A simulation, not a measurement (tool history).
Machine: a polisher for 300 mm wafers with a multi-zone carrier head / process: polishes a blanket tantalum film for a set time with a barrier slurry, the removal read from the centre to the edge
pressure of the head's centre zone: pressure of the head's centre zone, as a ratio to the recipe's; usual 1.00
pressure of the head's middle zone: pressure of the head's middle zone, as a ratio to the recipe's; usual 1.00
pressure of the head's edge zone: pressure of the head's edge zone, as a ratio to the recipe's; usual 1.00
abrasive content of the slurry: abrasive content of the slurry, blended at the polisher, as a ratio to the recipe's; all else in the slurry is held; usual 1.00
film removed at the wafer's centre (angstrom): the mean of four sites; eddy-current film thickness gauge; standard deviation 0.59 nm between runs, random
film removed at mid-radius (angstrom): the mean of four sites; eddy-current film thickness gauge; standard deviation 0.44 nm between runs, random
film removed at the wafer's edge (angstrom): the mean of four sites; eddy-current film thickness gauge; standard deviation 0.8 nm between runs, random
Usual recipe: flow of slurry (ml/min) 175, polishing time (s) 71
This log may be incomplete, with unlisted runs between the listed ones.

run   hour  flow of slurry (ml/min)  pressure of the head's centre zone  pressure of the head's middle zone  pressure of the head's edge zone  abrasive content of the slurry  polishing time (s)  wafers since the last listed run  wafers polished on this pad  hours since the slurry nozzle was cleaned  hours since the centre zone pressure was calibrated  hours since the edge zone pressure was calibrated  hours since the carrier head's membrane was replaced  incoming thickness of the incoming film, nm  film removed at the wafer's centre (angstrom)  film removed at mid-radius (angstrom)  film removed at the wafer's edge (angstrom)
  1    0.0                      175                                1.00                                1.00                              1.00                            1.15                  85                                 0                         1975                                      439.5                                                370.7                                              411.7                                                 980.1                                        386.7                                            815                                    799                                          799
       9.1  -- worn pad replaced by a new one
      78.8  -- centre zone pressure recalibrated
     114.0  -- slurry nozzle cleaned
  2  195.3                      175                                1.00                                1.00                              1.00                            1.15                  85                              1240                         1206                                       81.3                                                116.5                                              607.0                                                1175.4                                        381.5                                            794                                    795                                          811
     207.4  -- edge zone pressure recalibrated
  3  233.5                      175                                1.00                                1.00                              1.00                            1.00                  71                               238                         1445                                      119.5                                                154.7                                               26.1                                                1213.6                                        374.7                                            644                                    646                                          652
  4  281.9                      175                                1.00                                1.00                              1.00                            1.00                  71                               318                         1764                                      167.9                                                203.1                                               74.5                                                1262.0                                        377.5                                            648                                    651                                          651
     335.7  -- worn pad replaced by a new one
  5  341.4                      175                                1.00                                1.00                              1.00                            1.00                  71                               365                           37                                      227.4                                                262.6                                              134.0                                                1321.5                                        378.9                                            641                                    641                                          654
  6  412.0                      175                                0.89                                1.00                              1.04                            1.00                  50                               465                          502                                      298.0                                                333.2                                              204.6                                                1392.1                                        385.6                                            402                                    452                                          462
     461.2  -- centre zone pressure recalibrated
  7  464.6                      175                                1.00                                1.00                              1.00                            0.85                  71                               333                          836                                      350.6                                                  3.4                                              257.2                                                1444.7                                        379.3                                            614                                    615                                          632
  8  517.5                      175                                1.00                                1.00                              1.00                            1.00                  71                               348                         1184                                      403.5                                                 56.3                                              310.1                                                1497.6                                        376.1                                            648                                    644                                          646
  9  582.6                      175                                0.95                                0.90                              1.00                            1.00                  71                               428                         1613                                      468.6                                                121.4                                              375.2                                                1562.7                                        380.7                                            621                                    591                                          647
 10  643.0                      230                                1.04                                0.96                              1.00                            1.00                  78                               397                         2011                                      529.0                                                181.8                                              435.6                                                1623.1                                        379.7                                            777                                    700                                          733
 11  678.0                      175                                1.00                                1.00                              1.04                            1.20                  71                               230                         2242                                      564.0                                                216.8                                              470.6                                                1658.1                                        375.3                                            679                                    681                                          679
     697.1  -- worn pad replaced by a new one
     713.1  -- carrier head's membrane replaced by a new one
     746.9  -- slurry nozzle cleaned
 12  759.5                      175                                1.00                                1.00                              1.00                            1.00                  71                               471                          371                                       12.6                                                298.3                                              552.1                                                  46.4                                        380.1                                            635                                    648                                          644
 13  824.5                      175                                0.89                                1.00                              1.04                            1.00                  50                               428                          799                                       77.6                                                363.3                                              617.1                                                 111.4                                        375.0                                            408                                    447                                          460
 14  858.4                      230                                0.95                                1.00                              1.04                            1.10                  71                               223                         1023                                      111.5                                                397.2                                              651.0                                                 145.3                                        377.1                                            662                                    675                                          692

Estimate the outcome of run 15 from the log above:
     890.3  -- edge zone pressure recalibrated
 15  907.9                      175                                1.09                                1.00                              0.89                            1.10                  71                               312                         1336                                      161.0                                                446.7                                               17.6                                                 194.8                                        384.3                                              ?                                      ?                                            ?

film removed at the wafer's centre (angstrom): 724
film removed at mid-radius (angstrom): 658
film removed at the wafer's edge (angstrom): 643
Without the tool's hidden state the same run would have given film removed at the wafer's centre (angstrom) 724, film removed at mid-radius (angstrom) 658, film removed at the wafer's edge (angstrom) 643.
